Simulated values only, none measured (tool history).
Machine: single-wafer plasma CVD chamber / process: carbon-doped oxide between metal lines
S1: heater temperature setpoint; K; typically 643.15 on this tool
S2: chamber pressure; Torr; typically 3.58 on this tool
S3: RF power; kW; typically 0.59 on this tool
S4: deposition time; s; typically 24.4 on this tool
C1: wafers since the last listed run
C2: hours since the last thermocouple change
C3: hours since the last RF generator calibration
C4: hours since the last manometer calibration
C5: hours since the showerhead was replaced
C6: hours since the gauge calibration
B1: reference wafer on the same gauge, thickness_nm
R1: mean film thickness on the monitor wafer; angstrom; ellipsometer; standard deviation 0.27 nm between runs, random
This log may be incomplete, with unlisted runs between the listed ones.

run	hour	S1	S2	S3	S4	C1	C2	C3	C4	C5	C6	B1	R1
1	0	634.15	3.83	0.59	24.4	0	2277.5	1531.4	911.2	3921.8	420	136.005	1350.83
2	8.9	634.15	3.83	0.59	24.4	232	2286.4	1540.3	920.1	3930.7	428.9	136.044	1356.85
3	26.7	634.15	3.83	0.59	24.4	465	2304.2	1558.1	937.9	3948.5	446.7	135.894	1353.98
4	38.9	643.15	3.58	0.59	24.4	319	2316.4	1570.3	950.1	3960.7	458.9	136.008	1312.01
# hour 54.2: gauge calibrated
5	55.5	643.15	3.58	0.59	24.4	434	2333	1586.9	966.7	3977.3	1.3	135.995	1308.46
6	61.6	643.15	3.58	0.59	24.4	159	2339.1	1593	972.8	3983.4	7.4	135.881	1307.71
7	75.6	647.15	3.58	0.59	24.4	366	2353.1	1607	986.8	3997.4	21.4	135.945	1293.66
8	87.9	647.15	3.58	0.59	24.4	321	2365.4	1619.3	999.1	4009.7	33.7	136.063	1296.89
9	102.1	647.15	3.58	0.59	24.4	370	2379.6	1633.5	1013.3	4023.9	47.9	135.909	1296.77
# hour 110.1: thermocouple changed; heater temperature recalibrated
10	113.3	643.15	3.58	0.59	24.4	84	3.2	1644.7	1024.5	4035.1	59.1	135.954	1308.71
11	124.6	656.15	3.58	0.59	20.2	295	14.5	1656	1035.8	4046.4	70.4	136.012	1051.49
# hour 135.2: showerhead replaced
12	138.5	643.15	2.72	0.59	24.4	154	28.4	1669.9	1049.7	3.3	84.3	136.094	1278.83
13	149.8	643.15	3.58	0.59	24.4	295	39.7	1681.2	1061	14.6	95.6	136.068	1306.78
14	161.8	643.15	3.58	0.59	24.4	313	51.7	1693.2	1073	26.6	107.6	135.938	1308.52
15	171.7	643.15	3.58	0.59	24.4	259	61.6	1703.1	1082.9	36.5	117.5	136.07	1305.65
16	189.3	656.15	3.58	0.59	24.4	460	79.2	1720.7	1100.5	54.1	135.1	135.908	1266.09
17	197.5	643.15	3.58	0.59	24.4	214	87.4	1728.9	1108.7	62.3	143.3	136.076	1306.53
18	215.2	648.15	4.45	0.59	21.3	463	105.1	1746.6	1126.4	80	161	135.953	1160.79
# hour 224: RF generator calibrated
19	224.7	643.15	4.04	0.66	20.6	39	114.6	0.7	1135.9	89.5	170.5	136.02	1231.19
# hour 240.3: capacitance manometer re-zeroed and calibrated
20	240.8	628.15	3.58	0.59	24.4	211	130.7	16.8	0.5	105.6	186.6	135.968	1422.24
21	243	643.15	4.34	0.515	24.4	57	132.9	19	2.7	107.8	188.8	135.998	1316.07
22	252.3	655.15	2.85	0.56	22.8	243	142.2	28.3	12	117.1	198.1	136.033	1186.4
23	265	643.15	3.58	0.59	24.4	332	154.9	41	24.7	129.8	210.8	136.006	1362.94
24	279.5	650.15	3.58	0.66	25.8	379	169.4	55.5	39.2	144.3	225.3	136.004	1486.79
25	296.2	643.15	3.31	0.59	28.7	436	186.1	72.2	55.9	161	242	136.049	1587.2
26	311.6	643.15	3.58	0.59	24.4	402	201.5	87.6	71.3	176.4	257.4	135.962	1356.22
27	328.3	650.15	3.08	0.59	22	436	218.2	104.3	88	193.1	274.1	135.905	1187.45
28	334.7	643.15	3.82	0.59	24.4	167	224.6	110.7	94.4	199.5	280.5	136.047	1371.75

Consider 4 possible next runs. They are alternatives, not a sequence: every one starts from the tool as it was left by run 28. What does each give?
A	335.1	643.15	3.58	0.59	24.4	10	225	111.1	94.8	199.9	280.9	?	?
B	335.1	628.15	2.69	0.695	24.4	10	225	111.1	94.8	199.9	280.9	?	?
C	335.1	632.15	2.94	0.59	24.4	10	225	111.1	94.8	199.9	280.9	?	?
D	335.1	647.15	4.1	0.59	24.4	10	225	111.1	94.8	199.9	280.9	?	?

run	B1	R1
A	135.97	1362.28
B	135.97	1496.92
C	135.97	1379.72
D	135.97	1370.71
With no hidden state in the tool, these same runs would have given:
run	R1
A	1368.53
B	1503.65
C	1386.05
D	1377

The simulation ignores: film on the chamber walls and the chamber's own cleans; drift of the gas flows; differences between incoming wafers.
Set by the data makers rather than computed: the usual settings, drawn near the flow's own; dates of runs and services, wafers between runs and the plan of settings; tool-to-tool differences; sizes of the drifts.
